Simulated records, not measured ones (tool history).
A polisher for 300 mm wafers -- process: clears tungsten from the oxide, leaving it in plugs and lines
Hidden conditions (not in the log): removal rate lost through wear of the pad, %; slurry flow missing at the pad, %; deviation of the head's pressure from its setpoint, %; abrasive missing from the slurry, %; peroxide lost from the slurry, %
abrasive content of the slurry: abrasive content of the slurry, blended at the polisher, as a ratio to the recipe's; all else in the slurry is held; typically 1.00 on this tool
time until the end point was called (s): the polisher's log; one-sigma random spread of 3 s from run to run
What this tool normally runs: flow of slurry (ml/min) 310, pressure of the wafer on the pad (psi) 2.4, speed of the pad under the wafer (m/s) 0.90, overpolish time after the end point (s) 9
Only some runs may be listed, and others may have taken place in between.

run,hour,flow of slurry (ml/min),pressure of the wafer on the pad (psi),speed of the pad under the wafer (m/s),abrasive content of the slurry,overpolish time after the end point (s),wafers since the last listed run,wafers polished on this pad,hours since the slurry nozzle was cleaned,hours since the head pressure was calibrated,hours since the slurry blender was calibrated,hours since the slurry got fresh peroxide,"incoming thickness of the incoming film, nm",time until the end point was called (s)
1,0.0,310,2.4,0.90,1.00,9,0,321,135.0,478.2,15.3,49.0,406.8,171.6
2,14.2,310,2.4,0.90,1.00,9,115,437,149.2,492.4,29.5,63.2,399.3,167.3
3,30.7,310,2.4,0.90,1.00,9,134,572,165.7,508.9,46.0,79.7,402.2,179.7
4,46.1,310,2.4,0.90,1.00,9,125,698,181.1,524.3,61.4,95.1,404.9,182.5
5,55.9,310,2.4,0.66,1.00,9,80,778,190.9,534.1,71.2,104.9,403.7,231.1
# hour 59.2: slurry tank refilled with fresh slurry and peroxide
6,94.1,375,2.4,0.90,1.00,4,303,1082,229.1,572.3,109.4,34.9,404.2,163.9
# hour 97.4: slurry nozzle cleaned
7,109.7,310,2.4,1.08,1.00,9,119,1201,12.3,587.9,125.0,50.5,397.0,142.7
8,121.8,310,3.1,0.90,1.00,14,98,1300,24.4,600.0,137.1,62.6,398.8,152.5
9,135.0,310,1.8,0.76,1.00,6,107,1408,37.6,613.2,150.3,75.8,401.8,204.6
# hour 145.1: worn pad replaced by a new one
10,145.6,310,2.4,0.90,1.00,11,53,4,48.2,623.8,160.9,86.4,396.9,171.8
11,153.5,310,3.0,0.90,1.00,13,64,68,56.1,631.7,168.8,94.3,402.6,162.9
# hour 157.7: slurry tank refilled with fresh slurry and peroxide
12,161.6,340,3.1,0.90,1.00,9,57,126,64.2,639.8,176.9,3.9,404.8,140.7
13,169.1,310,2.2,0.90,0.70,9,61,187,71.7,647.3,184.4,11.4,400.3,188.4
14,176.2,380,2.4,0.90,1.00,13,57,245,78.8,654.4,191.5,18.5,405.7,159.9
15,191.3,310,2.4,0.90,0.70,14,123,369,93.9,669.5,206.6,33.6,397.5,180.7
16,208.7,380,2.4,0.90,1.00,9,142,511,111.3,686.9,224.0,51.0,399.6,169.3
# hour 212.2: head pressure recalibrated
17,224.6,310,2.4,0.90,1.00,9,113,624,127.2,12.4,239.9,66.9,399.2,169.6
18,232.4,310,2.4,0.68,0.80,12,63,688,135.0,20.2,247.7,74.7,398.4,212.7
19,239.9,340,2.4,0.90,1.00,9,61,749,142.5,27.7,255.2,82.2,395.8,171.8
20,246.7,210,3.1,0.76,1.00,7,55,805,149.3,34.5,262.0,89.0,404.5,182.8
# hour 254.7: slurry tank refilled with fresh slurry and peroxide
21,261.0,310,2.4,0.90,1.00,10,108,914,163.6,48.8,276.3,6.3,399.0,154.8
22,271.0,370,2.4,0.90,0.70,6,81,995,173.6,58.8,286.3,16.3,399.0,182.2
23,287.2,310,2.4,0.90,1.00,9,132,1128,189.8,75.0,302.5,32.5,401.6,165.6
# hour 299.2: worn pad replaced by a new one
24,299.7,310,2.7,0.78,1.25,9,69,3,202.3,87.5,315.0,45.0,403.7,170.0
# hour 311.3: slurry nozzle cleaned
25,311.8,410,2.4,1.18,1.00,9,90,94,0.5,99.6,327.1,57.1,398.4,142.2
26,323.1,310,2.4,0.90,1.00,9,92,186,11.8,110.9,338.4,68.4,396.4,168.3
27,334.4,310,2.4,0.90,1.00,9,92,279,23.1,122.2,349.7,79.7,392.5,173.4

Same runs, no hidden state in the tool, same run-to-run variation:
run,time until the end point was called (s)
1,159.2
2,152.4
3,159.9
4,158.6
5,197.6
6,156.5
7,133.8
8,140.8
9,185.5
10,153.4
11,143.8
12,138.5
13,184.0
14,155.0
15,172.1
16,157.9
17,154.9
18,192.2
19,153.6
20,161.8
21,149.0
22,173.3
23,154.4
24,156.0
25,128.4
26,149.5
27,151.4
